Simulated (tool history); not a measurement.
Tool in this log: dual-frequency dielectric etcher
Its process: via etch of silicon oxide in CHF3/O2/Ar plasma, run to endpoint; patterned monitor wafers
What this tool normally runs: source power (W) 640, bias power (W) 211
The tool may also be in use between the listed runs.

| run | hour | source power (W) | bias power (W) | wafers since the last listed run | hours since the last wet clean | hours since the last source power generator calibration | hours since the last bias power generator calibration | hours since the last upper electrode change | incoming incoming film thickness, nm | endpoint time (s) |
|---|---|---|---|---|---|---|---|---|---|---|
| 1 | 0.0 | 640 | 211 | 0 | 102.2 | 2019.5 | 3630.4 | 4685.1 | 791.8 | 360.8 |
| 2 | 28.8 | 640 | 211 | 143 | 131.0 | 2048.3 | 3659.2 | 4713.9 | 796.1 | 364.8 |
| 3 | 48.6 | 640 | 211 | 98 | 150.8 | 2068.1 | 3679.0 | 4733.7 | 784.8 | 360.1 |
| 4 | 73.6 | 640 | 211 | 124 | 175.8 | 2093.1 | 3704.0 | 4758.7 | 786.9 | 363.1 |
| 5 | 109.0 | 700 | 211 | 175 | 211.2 | 2128.5 | 3739.4 | 4794.1 | 788.1 | 358.4 |
| 6 | 136.2 | 700 | 211 | 135 | 238.4 | 2155.7 | 3766.6 | 4821.3 | 778.5 | 352.4 |
| 7 | 164.6 | 700 | 211 | 141 | 266.8 | 2184.1 | 3795.0 | 4849.7 | 789.6 | 360.8 |
| 8 | 192.9 | 640 | 234 | 140 | 295.1 | 2212.4 | 3823.3 | 4878.0 | 790.8 | 354.2 |
| 9 | 222.3 | 640 | 234 | 146 | 324.5 | 2241.8 | 3852.7 | 4907.4 | 790.7 | 355.6 |
| 10 | 252.2 | 640 | 234 | 148 | 354.4 | 2271.7 | 3882.6 | 4937.3 | 790.3 | 355.9 |
| 11 | 269.6 | 640 | 211 | 86 | 371.8 | 2289.1 | 3900.0 | 4954.7 | 787.0 | 371.3 |
| 12 | 292.4 | 640 | 211 | 113 | 394.6 | 2311.9 | 3922.8 | 4977.5 | 791.4 | 372.4 |
| 13 | 319.7 | 640 | 211 | 135 | 421.9 | 2339.2 | 3950.1 | 5004.8 | 781.6 | 368.8 |
|  | 347.1 | upper electrode replaced |
| 14 | 354.7 | 680 | 211 | 54 | 456.9 | 2374.2 | 3985.1 | 7.6 | 793.6 | 371.7 |
| 15 | 375.3 | 680 | 211 | 102 | 477.5 | 2394.8 | 4005.7 | 28.2 | 791.5 | 366.5 |
| 16 | 400.8 | 710 | 167 | 126 | 503.0 | 2420.3 | 4031.2 | 53.7 | 789.1 | 398.4 |
| 17 | 429.0 | 760 | 167 | 140 | 531.2 | 2448.5 | 4059.4 | 81.9 | 788.7 | 391.0 |
|  | 441.2 | bias power generator calibrated |
| 18 | 450.5 | 640 | 211 | 86 | 552.7 | 2470.0 | 9.3 | 103.4 | 791.2 | 377.5 |
|  | 477.7 | wet clean of the chamber |
| 19 | 482.6 | 580 | 211 | 40 | 4.9 | 2502.1 | 41.4 | 135.5 | 790.6 | 367.1 |
| 20 | 498.1 | 640 | 211 | 77 | 20.4 | 2517.6 | 56.9 | 151.0 | 785.0 | 356.5 |
|  | 510.3 | source power generator calibrated |
| 21 | 531.8 | 740 | 211 | 147 | 54.1 | 21.5 | 90.6 | 184.7 | 784.1 | 346.2 |
| 22 | 552.0 | 550 | 196 | 100 | 74.3 | 41.7 | 110.8 | 204.9 | 787.4 | 383.6 |
| 23 | 573.8 | 770 | 173 | 108 | 96.1 | 63.5 | 132.6 | 226.7 | 779.7 | 366.2 |
| 24 | 591.1 | 580 | 258 | 85 | 113.4 | 80.8 | 149.9 | 244.0 | 790.1 | 345.1 |
| 25 | 617.7 | 590 | 243 | 132 | 140.0 | 107.4 | 176.5 | 270.6 | 793.4 | 352.5 |
| 26 | 638.4 | 780 | 211 | 102 | 160.7 | 128.1 | 197.2 | 291.3 | 789.9 | 347.6 |
| 27 | 664.5 | 790 | 190 | 129 | 186.8 | 154.2 | 223.3 | 317.4 | 780.2 | 354.3 |
| 28 | 694.6 | 700 | 242 | 149 | 216.9 | 184.3 | 253.4 | 347.5 | 787.3 | 338.5 |
| 29 | 717.0 | 640 | 211 | 111 | 239.3 | 206.7 | 275.8 | 369.9 | 789.2 | 365.3 |
| 30 | 736.8 | 640 | 211 | 98 | 259.1 | 226.5 | 295.6 | 389.7 | 786.3 | 370.2 |

Entry by entry between the runs, the difference in hidden state between the last listed run before and the first listed run after:
Runs 13 to 14: upper electrode replaced (hour 347.1)
  etch rate over this chamber's usual, %: -4.22 -> -4.57
  measured result minus the result with no hidden state, endpoint time (s): +15.5 -> +17.0
Runs 17 to 18: bias power generator calibrated (hour 441.2)
  etch rate over this chamber's usual, %: -5.32 -> -5.54
  measured result minus the result with no hidden state, endpoint time (s): +20.8 -> +21.0
Runs 18 to 19: wet clean of the chamber (hour 477.7)
  etch rate over this chamber's usual, %: -5.54 -> -0.328
  measured result minus the result with no hidden state, endpoint time (s): +21.0 -> +1.2
Runs 20 to 21: source power generator calibrated (hour 510.3)
  etch rate over this chamber's usual, %: -0.485 -> -0.825
  measured result minus the result with no hidden state, endpoint time (s): +1.7 -> +2.8
